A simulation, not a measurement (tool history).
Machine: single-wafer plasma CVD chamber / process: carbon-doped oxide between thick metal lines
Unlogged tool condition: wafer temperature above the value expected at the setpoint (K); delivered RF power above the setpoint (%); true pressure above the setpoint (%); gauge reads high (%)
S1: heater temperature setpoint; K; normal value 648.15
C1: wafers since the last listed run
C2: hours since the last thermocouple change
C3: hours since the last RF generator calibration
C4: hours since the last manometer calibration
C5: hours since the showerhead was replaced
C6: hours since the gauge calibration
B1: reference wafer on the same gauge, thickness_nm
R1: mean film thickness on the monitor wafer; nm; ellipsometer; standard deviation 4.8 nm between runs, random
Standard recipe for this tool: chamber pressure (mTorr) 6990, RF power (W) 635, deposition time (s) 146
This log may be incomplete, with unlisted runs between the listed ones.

{"run": 1, "hour": 0.0, "S1": 641.15, "chamber pressure (mTorr)": 6990, "RF power (W)": 540, "deposition time (s)": 146, "C1": 0, "C2": 1190.5, "C3": 1007.2, "C4": 2118.9, "C5": 5754.3, "C6": 692.3, "B1": 693.142, "R1": 796.711}
{"run": 2, "hour": 69.5, "S1": 641.15, "chamber pressure (mTorr)": 6990, "RF power (W)": 540, "deposition time (s)": 146, "C1": 604, "C2": 1260, "C3": 1076.7, "C4": 2188.4, "C5": 5823.8, "C6": 761.8, "B1": 690.911, "R1": 801.106}
{"run": 3, "hour": 120.0, "S1": 648.15, "chamber pressure (mTorr)": 6990, "RF power (W)": 635, "deposition time (s)": 146, "C1": 439, "C2": 1310.5, "C3": 1127.2, "C4": 2238.9, "C5": 5874.3, "C6": 812.3, "B1": 692.21, "R1": 842.778}
{"run": 4, "hour": 180.8, "S1": 654.15, "chamber pressure (mTorr)": 6990, "RF power (W)": 635, "deposition time (s)": 146, "C1": 529, "C2": 1371.3, "C3": 1188, "C4": 2299.7, "C5": 5935.1, "C6": 873.1, "B1": 692.05, "R1": 832.621}
{"run": 5, "hour": 237.8, "S1": 654.15, "chamber pressure (mTorr)": 6990, "RF power (W)": 635, "deposition time (s)": 146, "C1": 495, "C2": 1428.3, "C3": 1245, "C4": 2356.7, "C5": 5992.1, "C6": 930.1, "B1": 691.306, "R1": 831.829}
{"run": 6, "hour": 288.0, "S1": 648.15, "chamber pressure (mTorr)": 6990, "RF power (W)": 635, "deposition time (s)": 146, "C1": 436, "C2": 1478.5, "C3": 1295.2, "C4": 2406.9, "C5": 6042.3, "C6": 980.3, "B1": 692.081, "R1": 846.028}
{"hour": 352.6, "done": "capacitance manometer re-zeroed and calibrated"}
{"run": 7, "hour": 353.1, "S1": 648.15, "chamber pressure (mTorr)": 6990, "RF power (W)": 635, "deposition time (s)": 146, "C1": 496, "C2": 1543.6, "C3": 1360.3, "C4": 0.5, "C5": 6107.4, "C6": 1045.4, "B1": 691.457, "R1": 840.235}
{"run": 8, "hour": 387.0, "S1": 648.15, "chamber pressure (mTorr)": 6530, "RF power (W)": 635, "deposition time (s)": 146, "C1": 294, "C2": 1577.5, "C3": 1394.2, "C4": 34.4, "C5": 6141.3, "C6": 1079.3, "B1": 689.369, "R1": 831.867}
{"run": 9, "hour": 417.6, "S1": 648.15, "chamber pressure (mTorr)": 6530, "RF power (W)": 635, "deposition time (s)": 146, "C1": 266, "C2": 1608.1, "C3": 1424.8, "C4": 65, "C5": 6171.9, "C6": 1109.9, "B1": 693.319, "R1": 836.587}
{"run": 10, "hour": 463.4, "S1": 648.15, "chamber pressure (mTorr)": 6990, "RF power (W)": 635, "deposition time (s)": 154, "C1": 398, "C2": 1653.9, "C3": 1470.6, "C4": 110.8, "C5": 6217.7, "C6": 1155.7, "B1": 689.54, "R1": 889.739}
{"run": 11, "hour": 529.1, "S1": 648.15, "chamber pressure (mTorr)": 6990, "RF power (W)": 635, "deposition time (s)": 154, "C1": 571, "C2": 1719.6, "C3": 1536.3, "C4": 176.5, "C5": 6283.4, "C6": 1221.4, "B1": 693.208, "R1": 885.024}
{"run": 12, "hour": 596.2, "S1": 648.15, "chamber pressure (mTorr)": 6990, "RF power (W)": 635, "deposition time (s)": 146, "C1": 583, "C2": 1786.7, "C3": 1603.4, "C4": 243.6, "C5": 6350.5, "C6": 1288.5, "B1": 694.04, "R1": 835.723}
{"run": 13, "hour": 648.5, "S1": 652.15, "chamber pressure (mTorr)": 6010, "RF power (W)": 690, "deposition time (s)": 135, "C1": 455, "C2": 1839, "C3": 1655.7, "C4": 295.9, "C5": 6402.8, "C6": 1340.8, "B1": 691.622, "R1": 778.244}
{"run": 14, "hour": 674.4, "S1": 655.15, "chamber pressure (mTorr)": 6990, "RF power (W)": 635, "deposition time (s)": 146, "C1": 225, "C2": 1864.9, "C3": 1681.6, "C4": 321.8, "C5": 6428.7, "C6": 1366.7, "B1": 690.243, "R1": 826.575}
{"run": 15, "hour": 740.9, "S1": 648.15, "chamber pressure (mTorr)": 6990, "RF power (W)": 635, "deposition time (s)": 146, "C1": 578, "C2": 1931.4, "C3": 1748.1, "C4": 388.3, "C5": 6495.2, "C6": 1433.2, "B1": 692.175, "R1": 838.457}
{"hour": 769.8, "done": "showerhead replaced"}
{"hour": 779.2, "done": "RF generator calibrated"}
{"hour": 781.6, "done": "thermocouple changed; heater temperature recalibrated"}
{"run": 16, "hour": 797.9, "S1": 641.15, "chamber pressure (mTorr)": 5510, "RF power (W)": 560, "deposition time (s)": 124, "C1": 336, "C2": 16.3, "C3": 18.7, "C4": 445.3, "C5": 28.1, "C6": 1490.2, "B1": 690.508, "R1": 644.032}
{"run": 17, "hour": 829.3, "S1": 659.15, "chamber pressure (mTorr)": 6990, "RF power (W)": 635, "deposition time (s)": 137, "C1": 273, "C2": 47.7, "C3": 50.1, "C4": 476.7, "C5": 59.5, "C6": 1521.6, "B1": 692.584, "R1": 758.139}
{"run": 18, "hour": 873.0, "S1": 635.15, "chamber pressure (mTorr)": 7650, "RF power (W)": 720, "deposition time (s)": 154, "C1": 380, "C2": 91.4, "C3": 93.8, "C4": 520.4, "C5": 103.2, "C6": 1565.3, "B1": 690.834, "R1": 962.934}
{"run": 19, "hour": 918.1, "S1": 654.15, "chamber pressure (mTorr)": 6990, "RF power (W)": 635, "deposition time (s)": 146, "C1": 392, "C2": 136.5, "C3": 138.9, "C4": 565.5, "C5": 148.3, "C6": 1610.4, "B1": 691.029, "R1": 812.808}
{"run": 20, "hour": 943.0, "S1": 658.15, "chamber pressure (mTorr)": 6990, "RF power (W)": 635, "deposition time (s)": 168, "C1": 216, "C2": 161.4, "C3": 163.8, "C4": 590.4, "C5": 173.2, "C6": 1635.3, "B1": 691.474, "R1": 938.931}
{"hour": 953.7, "done": "gauge calibrated"}
{"run": 21, "hour": 1009.9, "S1": 648.15, "chamber pressure (mTorr)": 6990, "RF power (W)": 635, "deposition time (s)": 146, "C1": 582, "C2": 228.3, "C3": 230.7, "C4": 657.3, "C5": 240.1, "C6": 56.2, "B1": 693.824, "R1": 821.091}
{"run": 22, "hour": 1076.2, "S1": 648.15, "chamber pressure (mTorr)": 7940, "RF power (W)": 635, "deposition time (s)": 172, "C1": 576, "C2": 294.6, "C3": 297, "C4": 723.6, "C5": 306.4, "C6": 122.5, "B1": 691.374, "R1": 974.851}
{"hour": 1098.6, "done": "RF generator calibrated, repeated, since the last time left the tool worse"}
{"run": 23, "hour": 1126.9, "S1": 648.15, "chamber pressure (mTorr)": 6990, "RF power (W)": 635, "deposition time (s)": 146, "C1": 371, "C2": 345.3, "C3": 28.3, "C4": 774.3, "C5": 357.1, "C6": 173.2, "B1": 692.097, "R1": 857.618}
{"run": 24, "hour": 1162.9, "S1": 660.15, "chamber pressure (mTorr)": 6510, "RF power (W)": 570, "deposition time (s)": 159, "C1": 313, "C2": 381.3, "C3": 64.3, "C4": 810.3, "C5": 393.1, "C6": 209.2, "B1": 690.986, "R1": 861.089}
{"run": 25, "hour": 1299.1, "S1": 638.15, "chamber pressure (mTorr)": 6990, "RF power (W)": 735, "deposition time (s)": 168, "C1": 1185, "C2": 517.5, "C3": 200.5, "C4": 946.5, "C5": 529.3, "C6": 345.4, "B1": 691.904, "R1": 1069.725}
{"run": 26, "hour": 1325.3, "S1": 648.15, "chamber pressure (mTorr)": 6990, "RF power (W)": 635, "deposition time (s)": 146, "C1": 227, "C2": 543.7, "C3": 226.7, "C4": 972.7, "C5": 555.5, "C6": 371.6, "B1": 693.214, "R1": 841.838}
{"run": 27, "hour": 1382.7, "S1": 648.15, "chamber pressure (mTorr)": 7720, "RF power (W)": 605, "deposition time (s)": 146, "C1": 499, "C2": 601.1, "C3": 284.1, "C4": 1030.1, "C5": 612.9, "C6": 429, "B1": 691.86, "R1": 837.542}

Exercise: give the hidden state of the tool at every run:
wafer temperature above the value expected at the setpoint (K): 0 on each run
true pressure above the setpoint (%): 0 on each run
gauge reads high (%): 0 on each run
H1: delivered RF power above the setpoint (%)
run=1 H1=-4.69
run=2 H1=-4.8
run=3 H1=-4.88
run=4 H1=-4.96
run=5 H1=-5.03
run=6 H1=-5.08
run=7 H1=-5.15
run=8 H1=-5.18
run=9 H1=-5.2
run=10 H1=-5.24
run=11 H1=-5.29
run=12 H1=-5.33
run=13 H1=-5.37
run=14 H1=-5.38
run=15 H1=-5.41
run=16 H1=-8.29
run=17 H1=-8.57
run=18 H1=-8.93
run=19 H1=-9.28
run=20 H1=-9.46
run=21 H1=-9.92
run=22 H1=-10.3
run=23 H1=-0.836
run=24 H1=-1.15
run=25 H1=-2.18
run=26 H1=-2.35
run=27 H1=-2.7
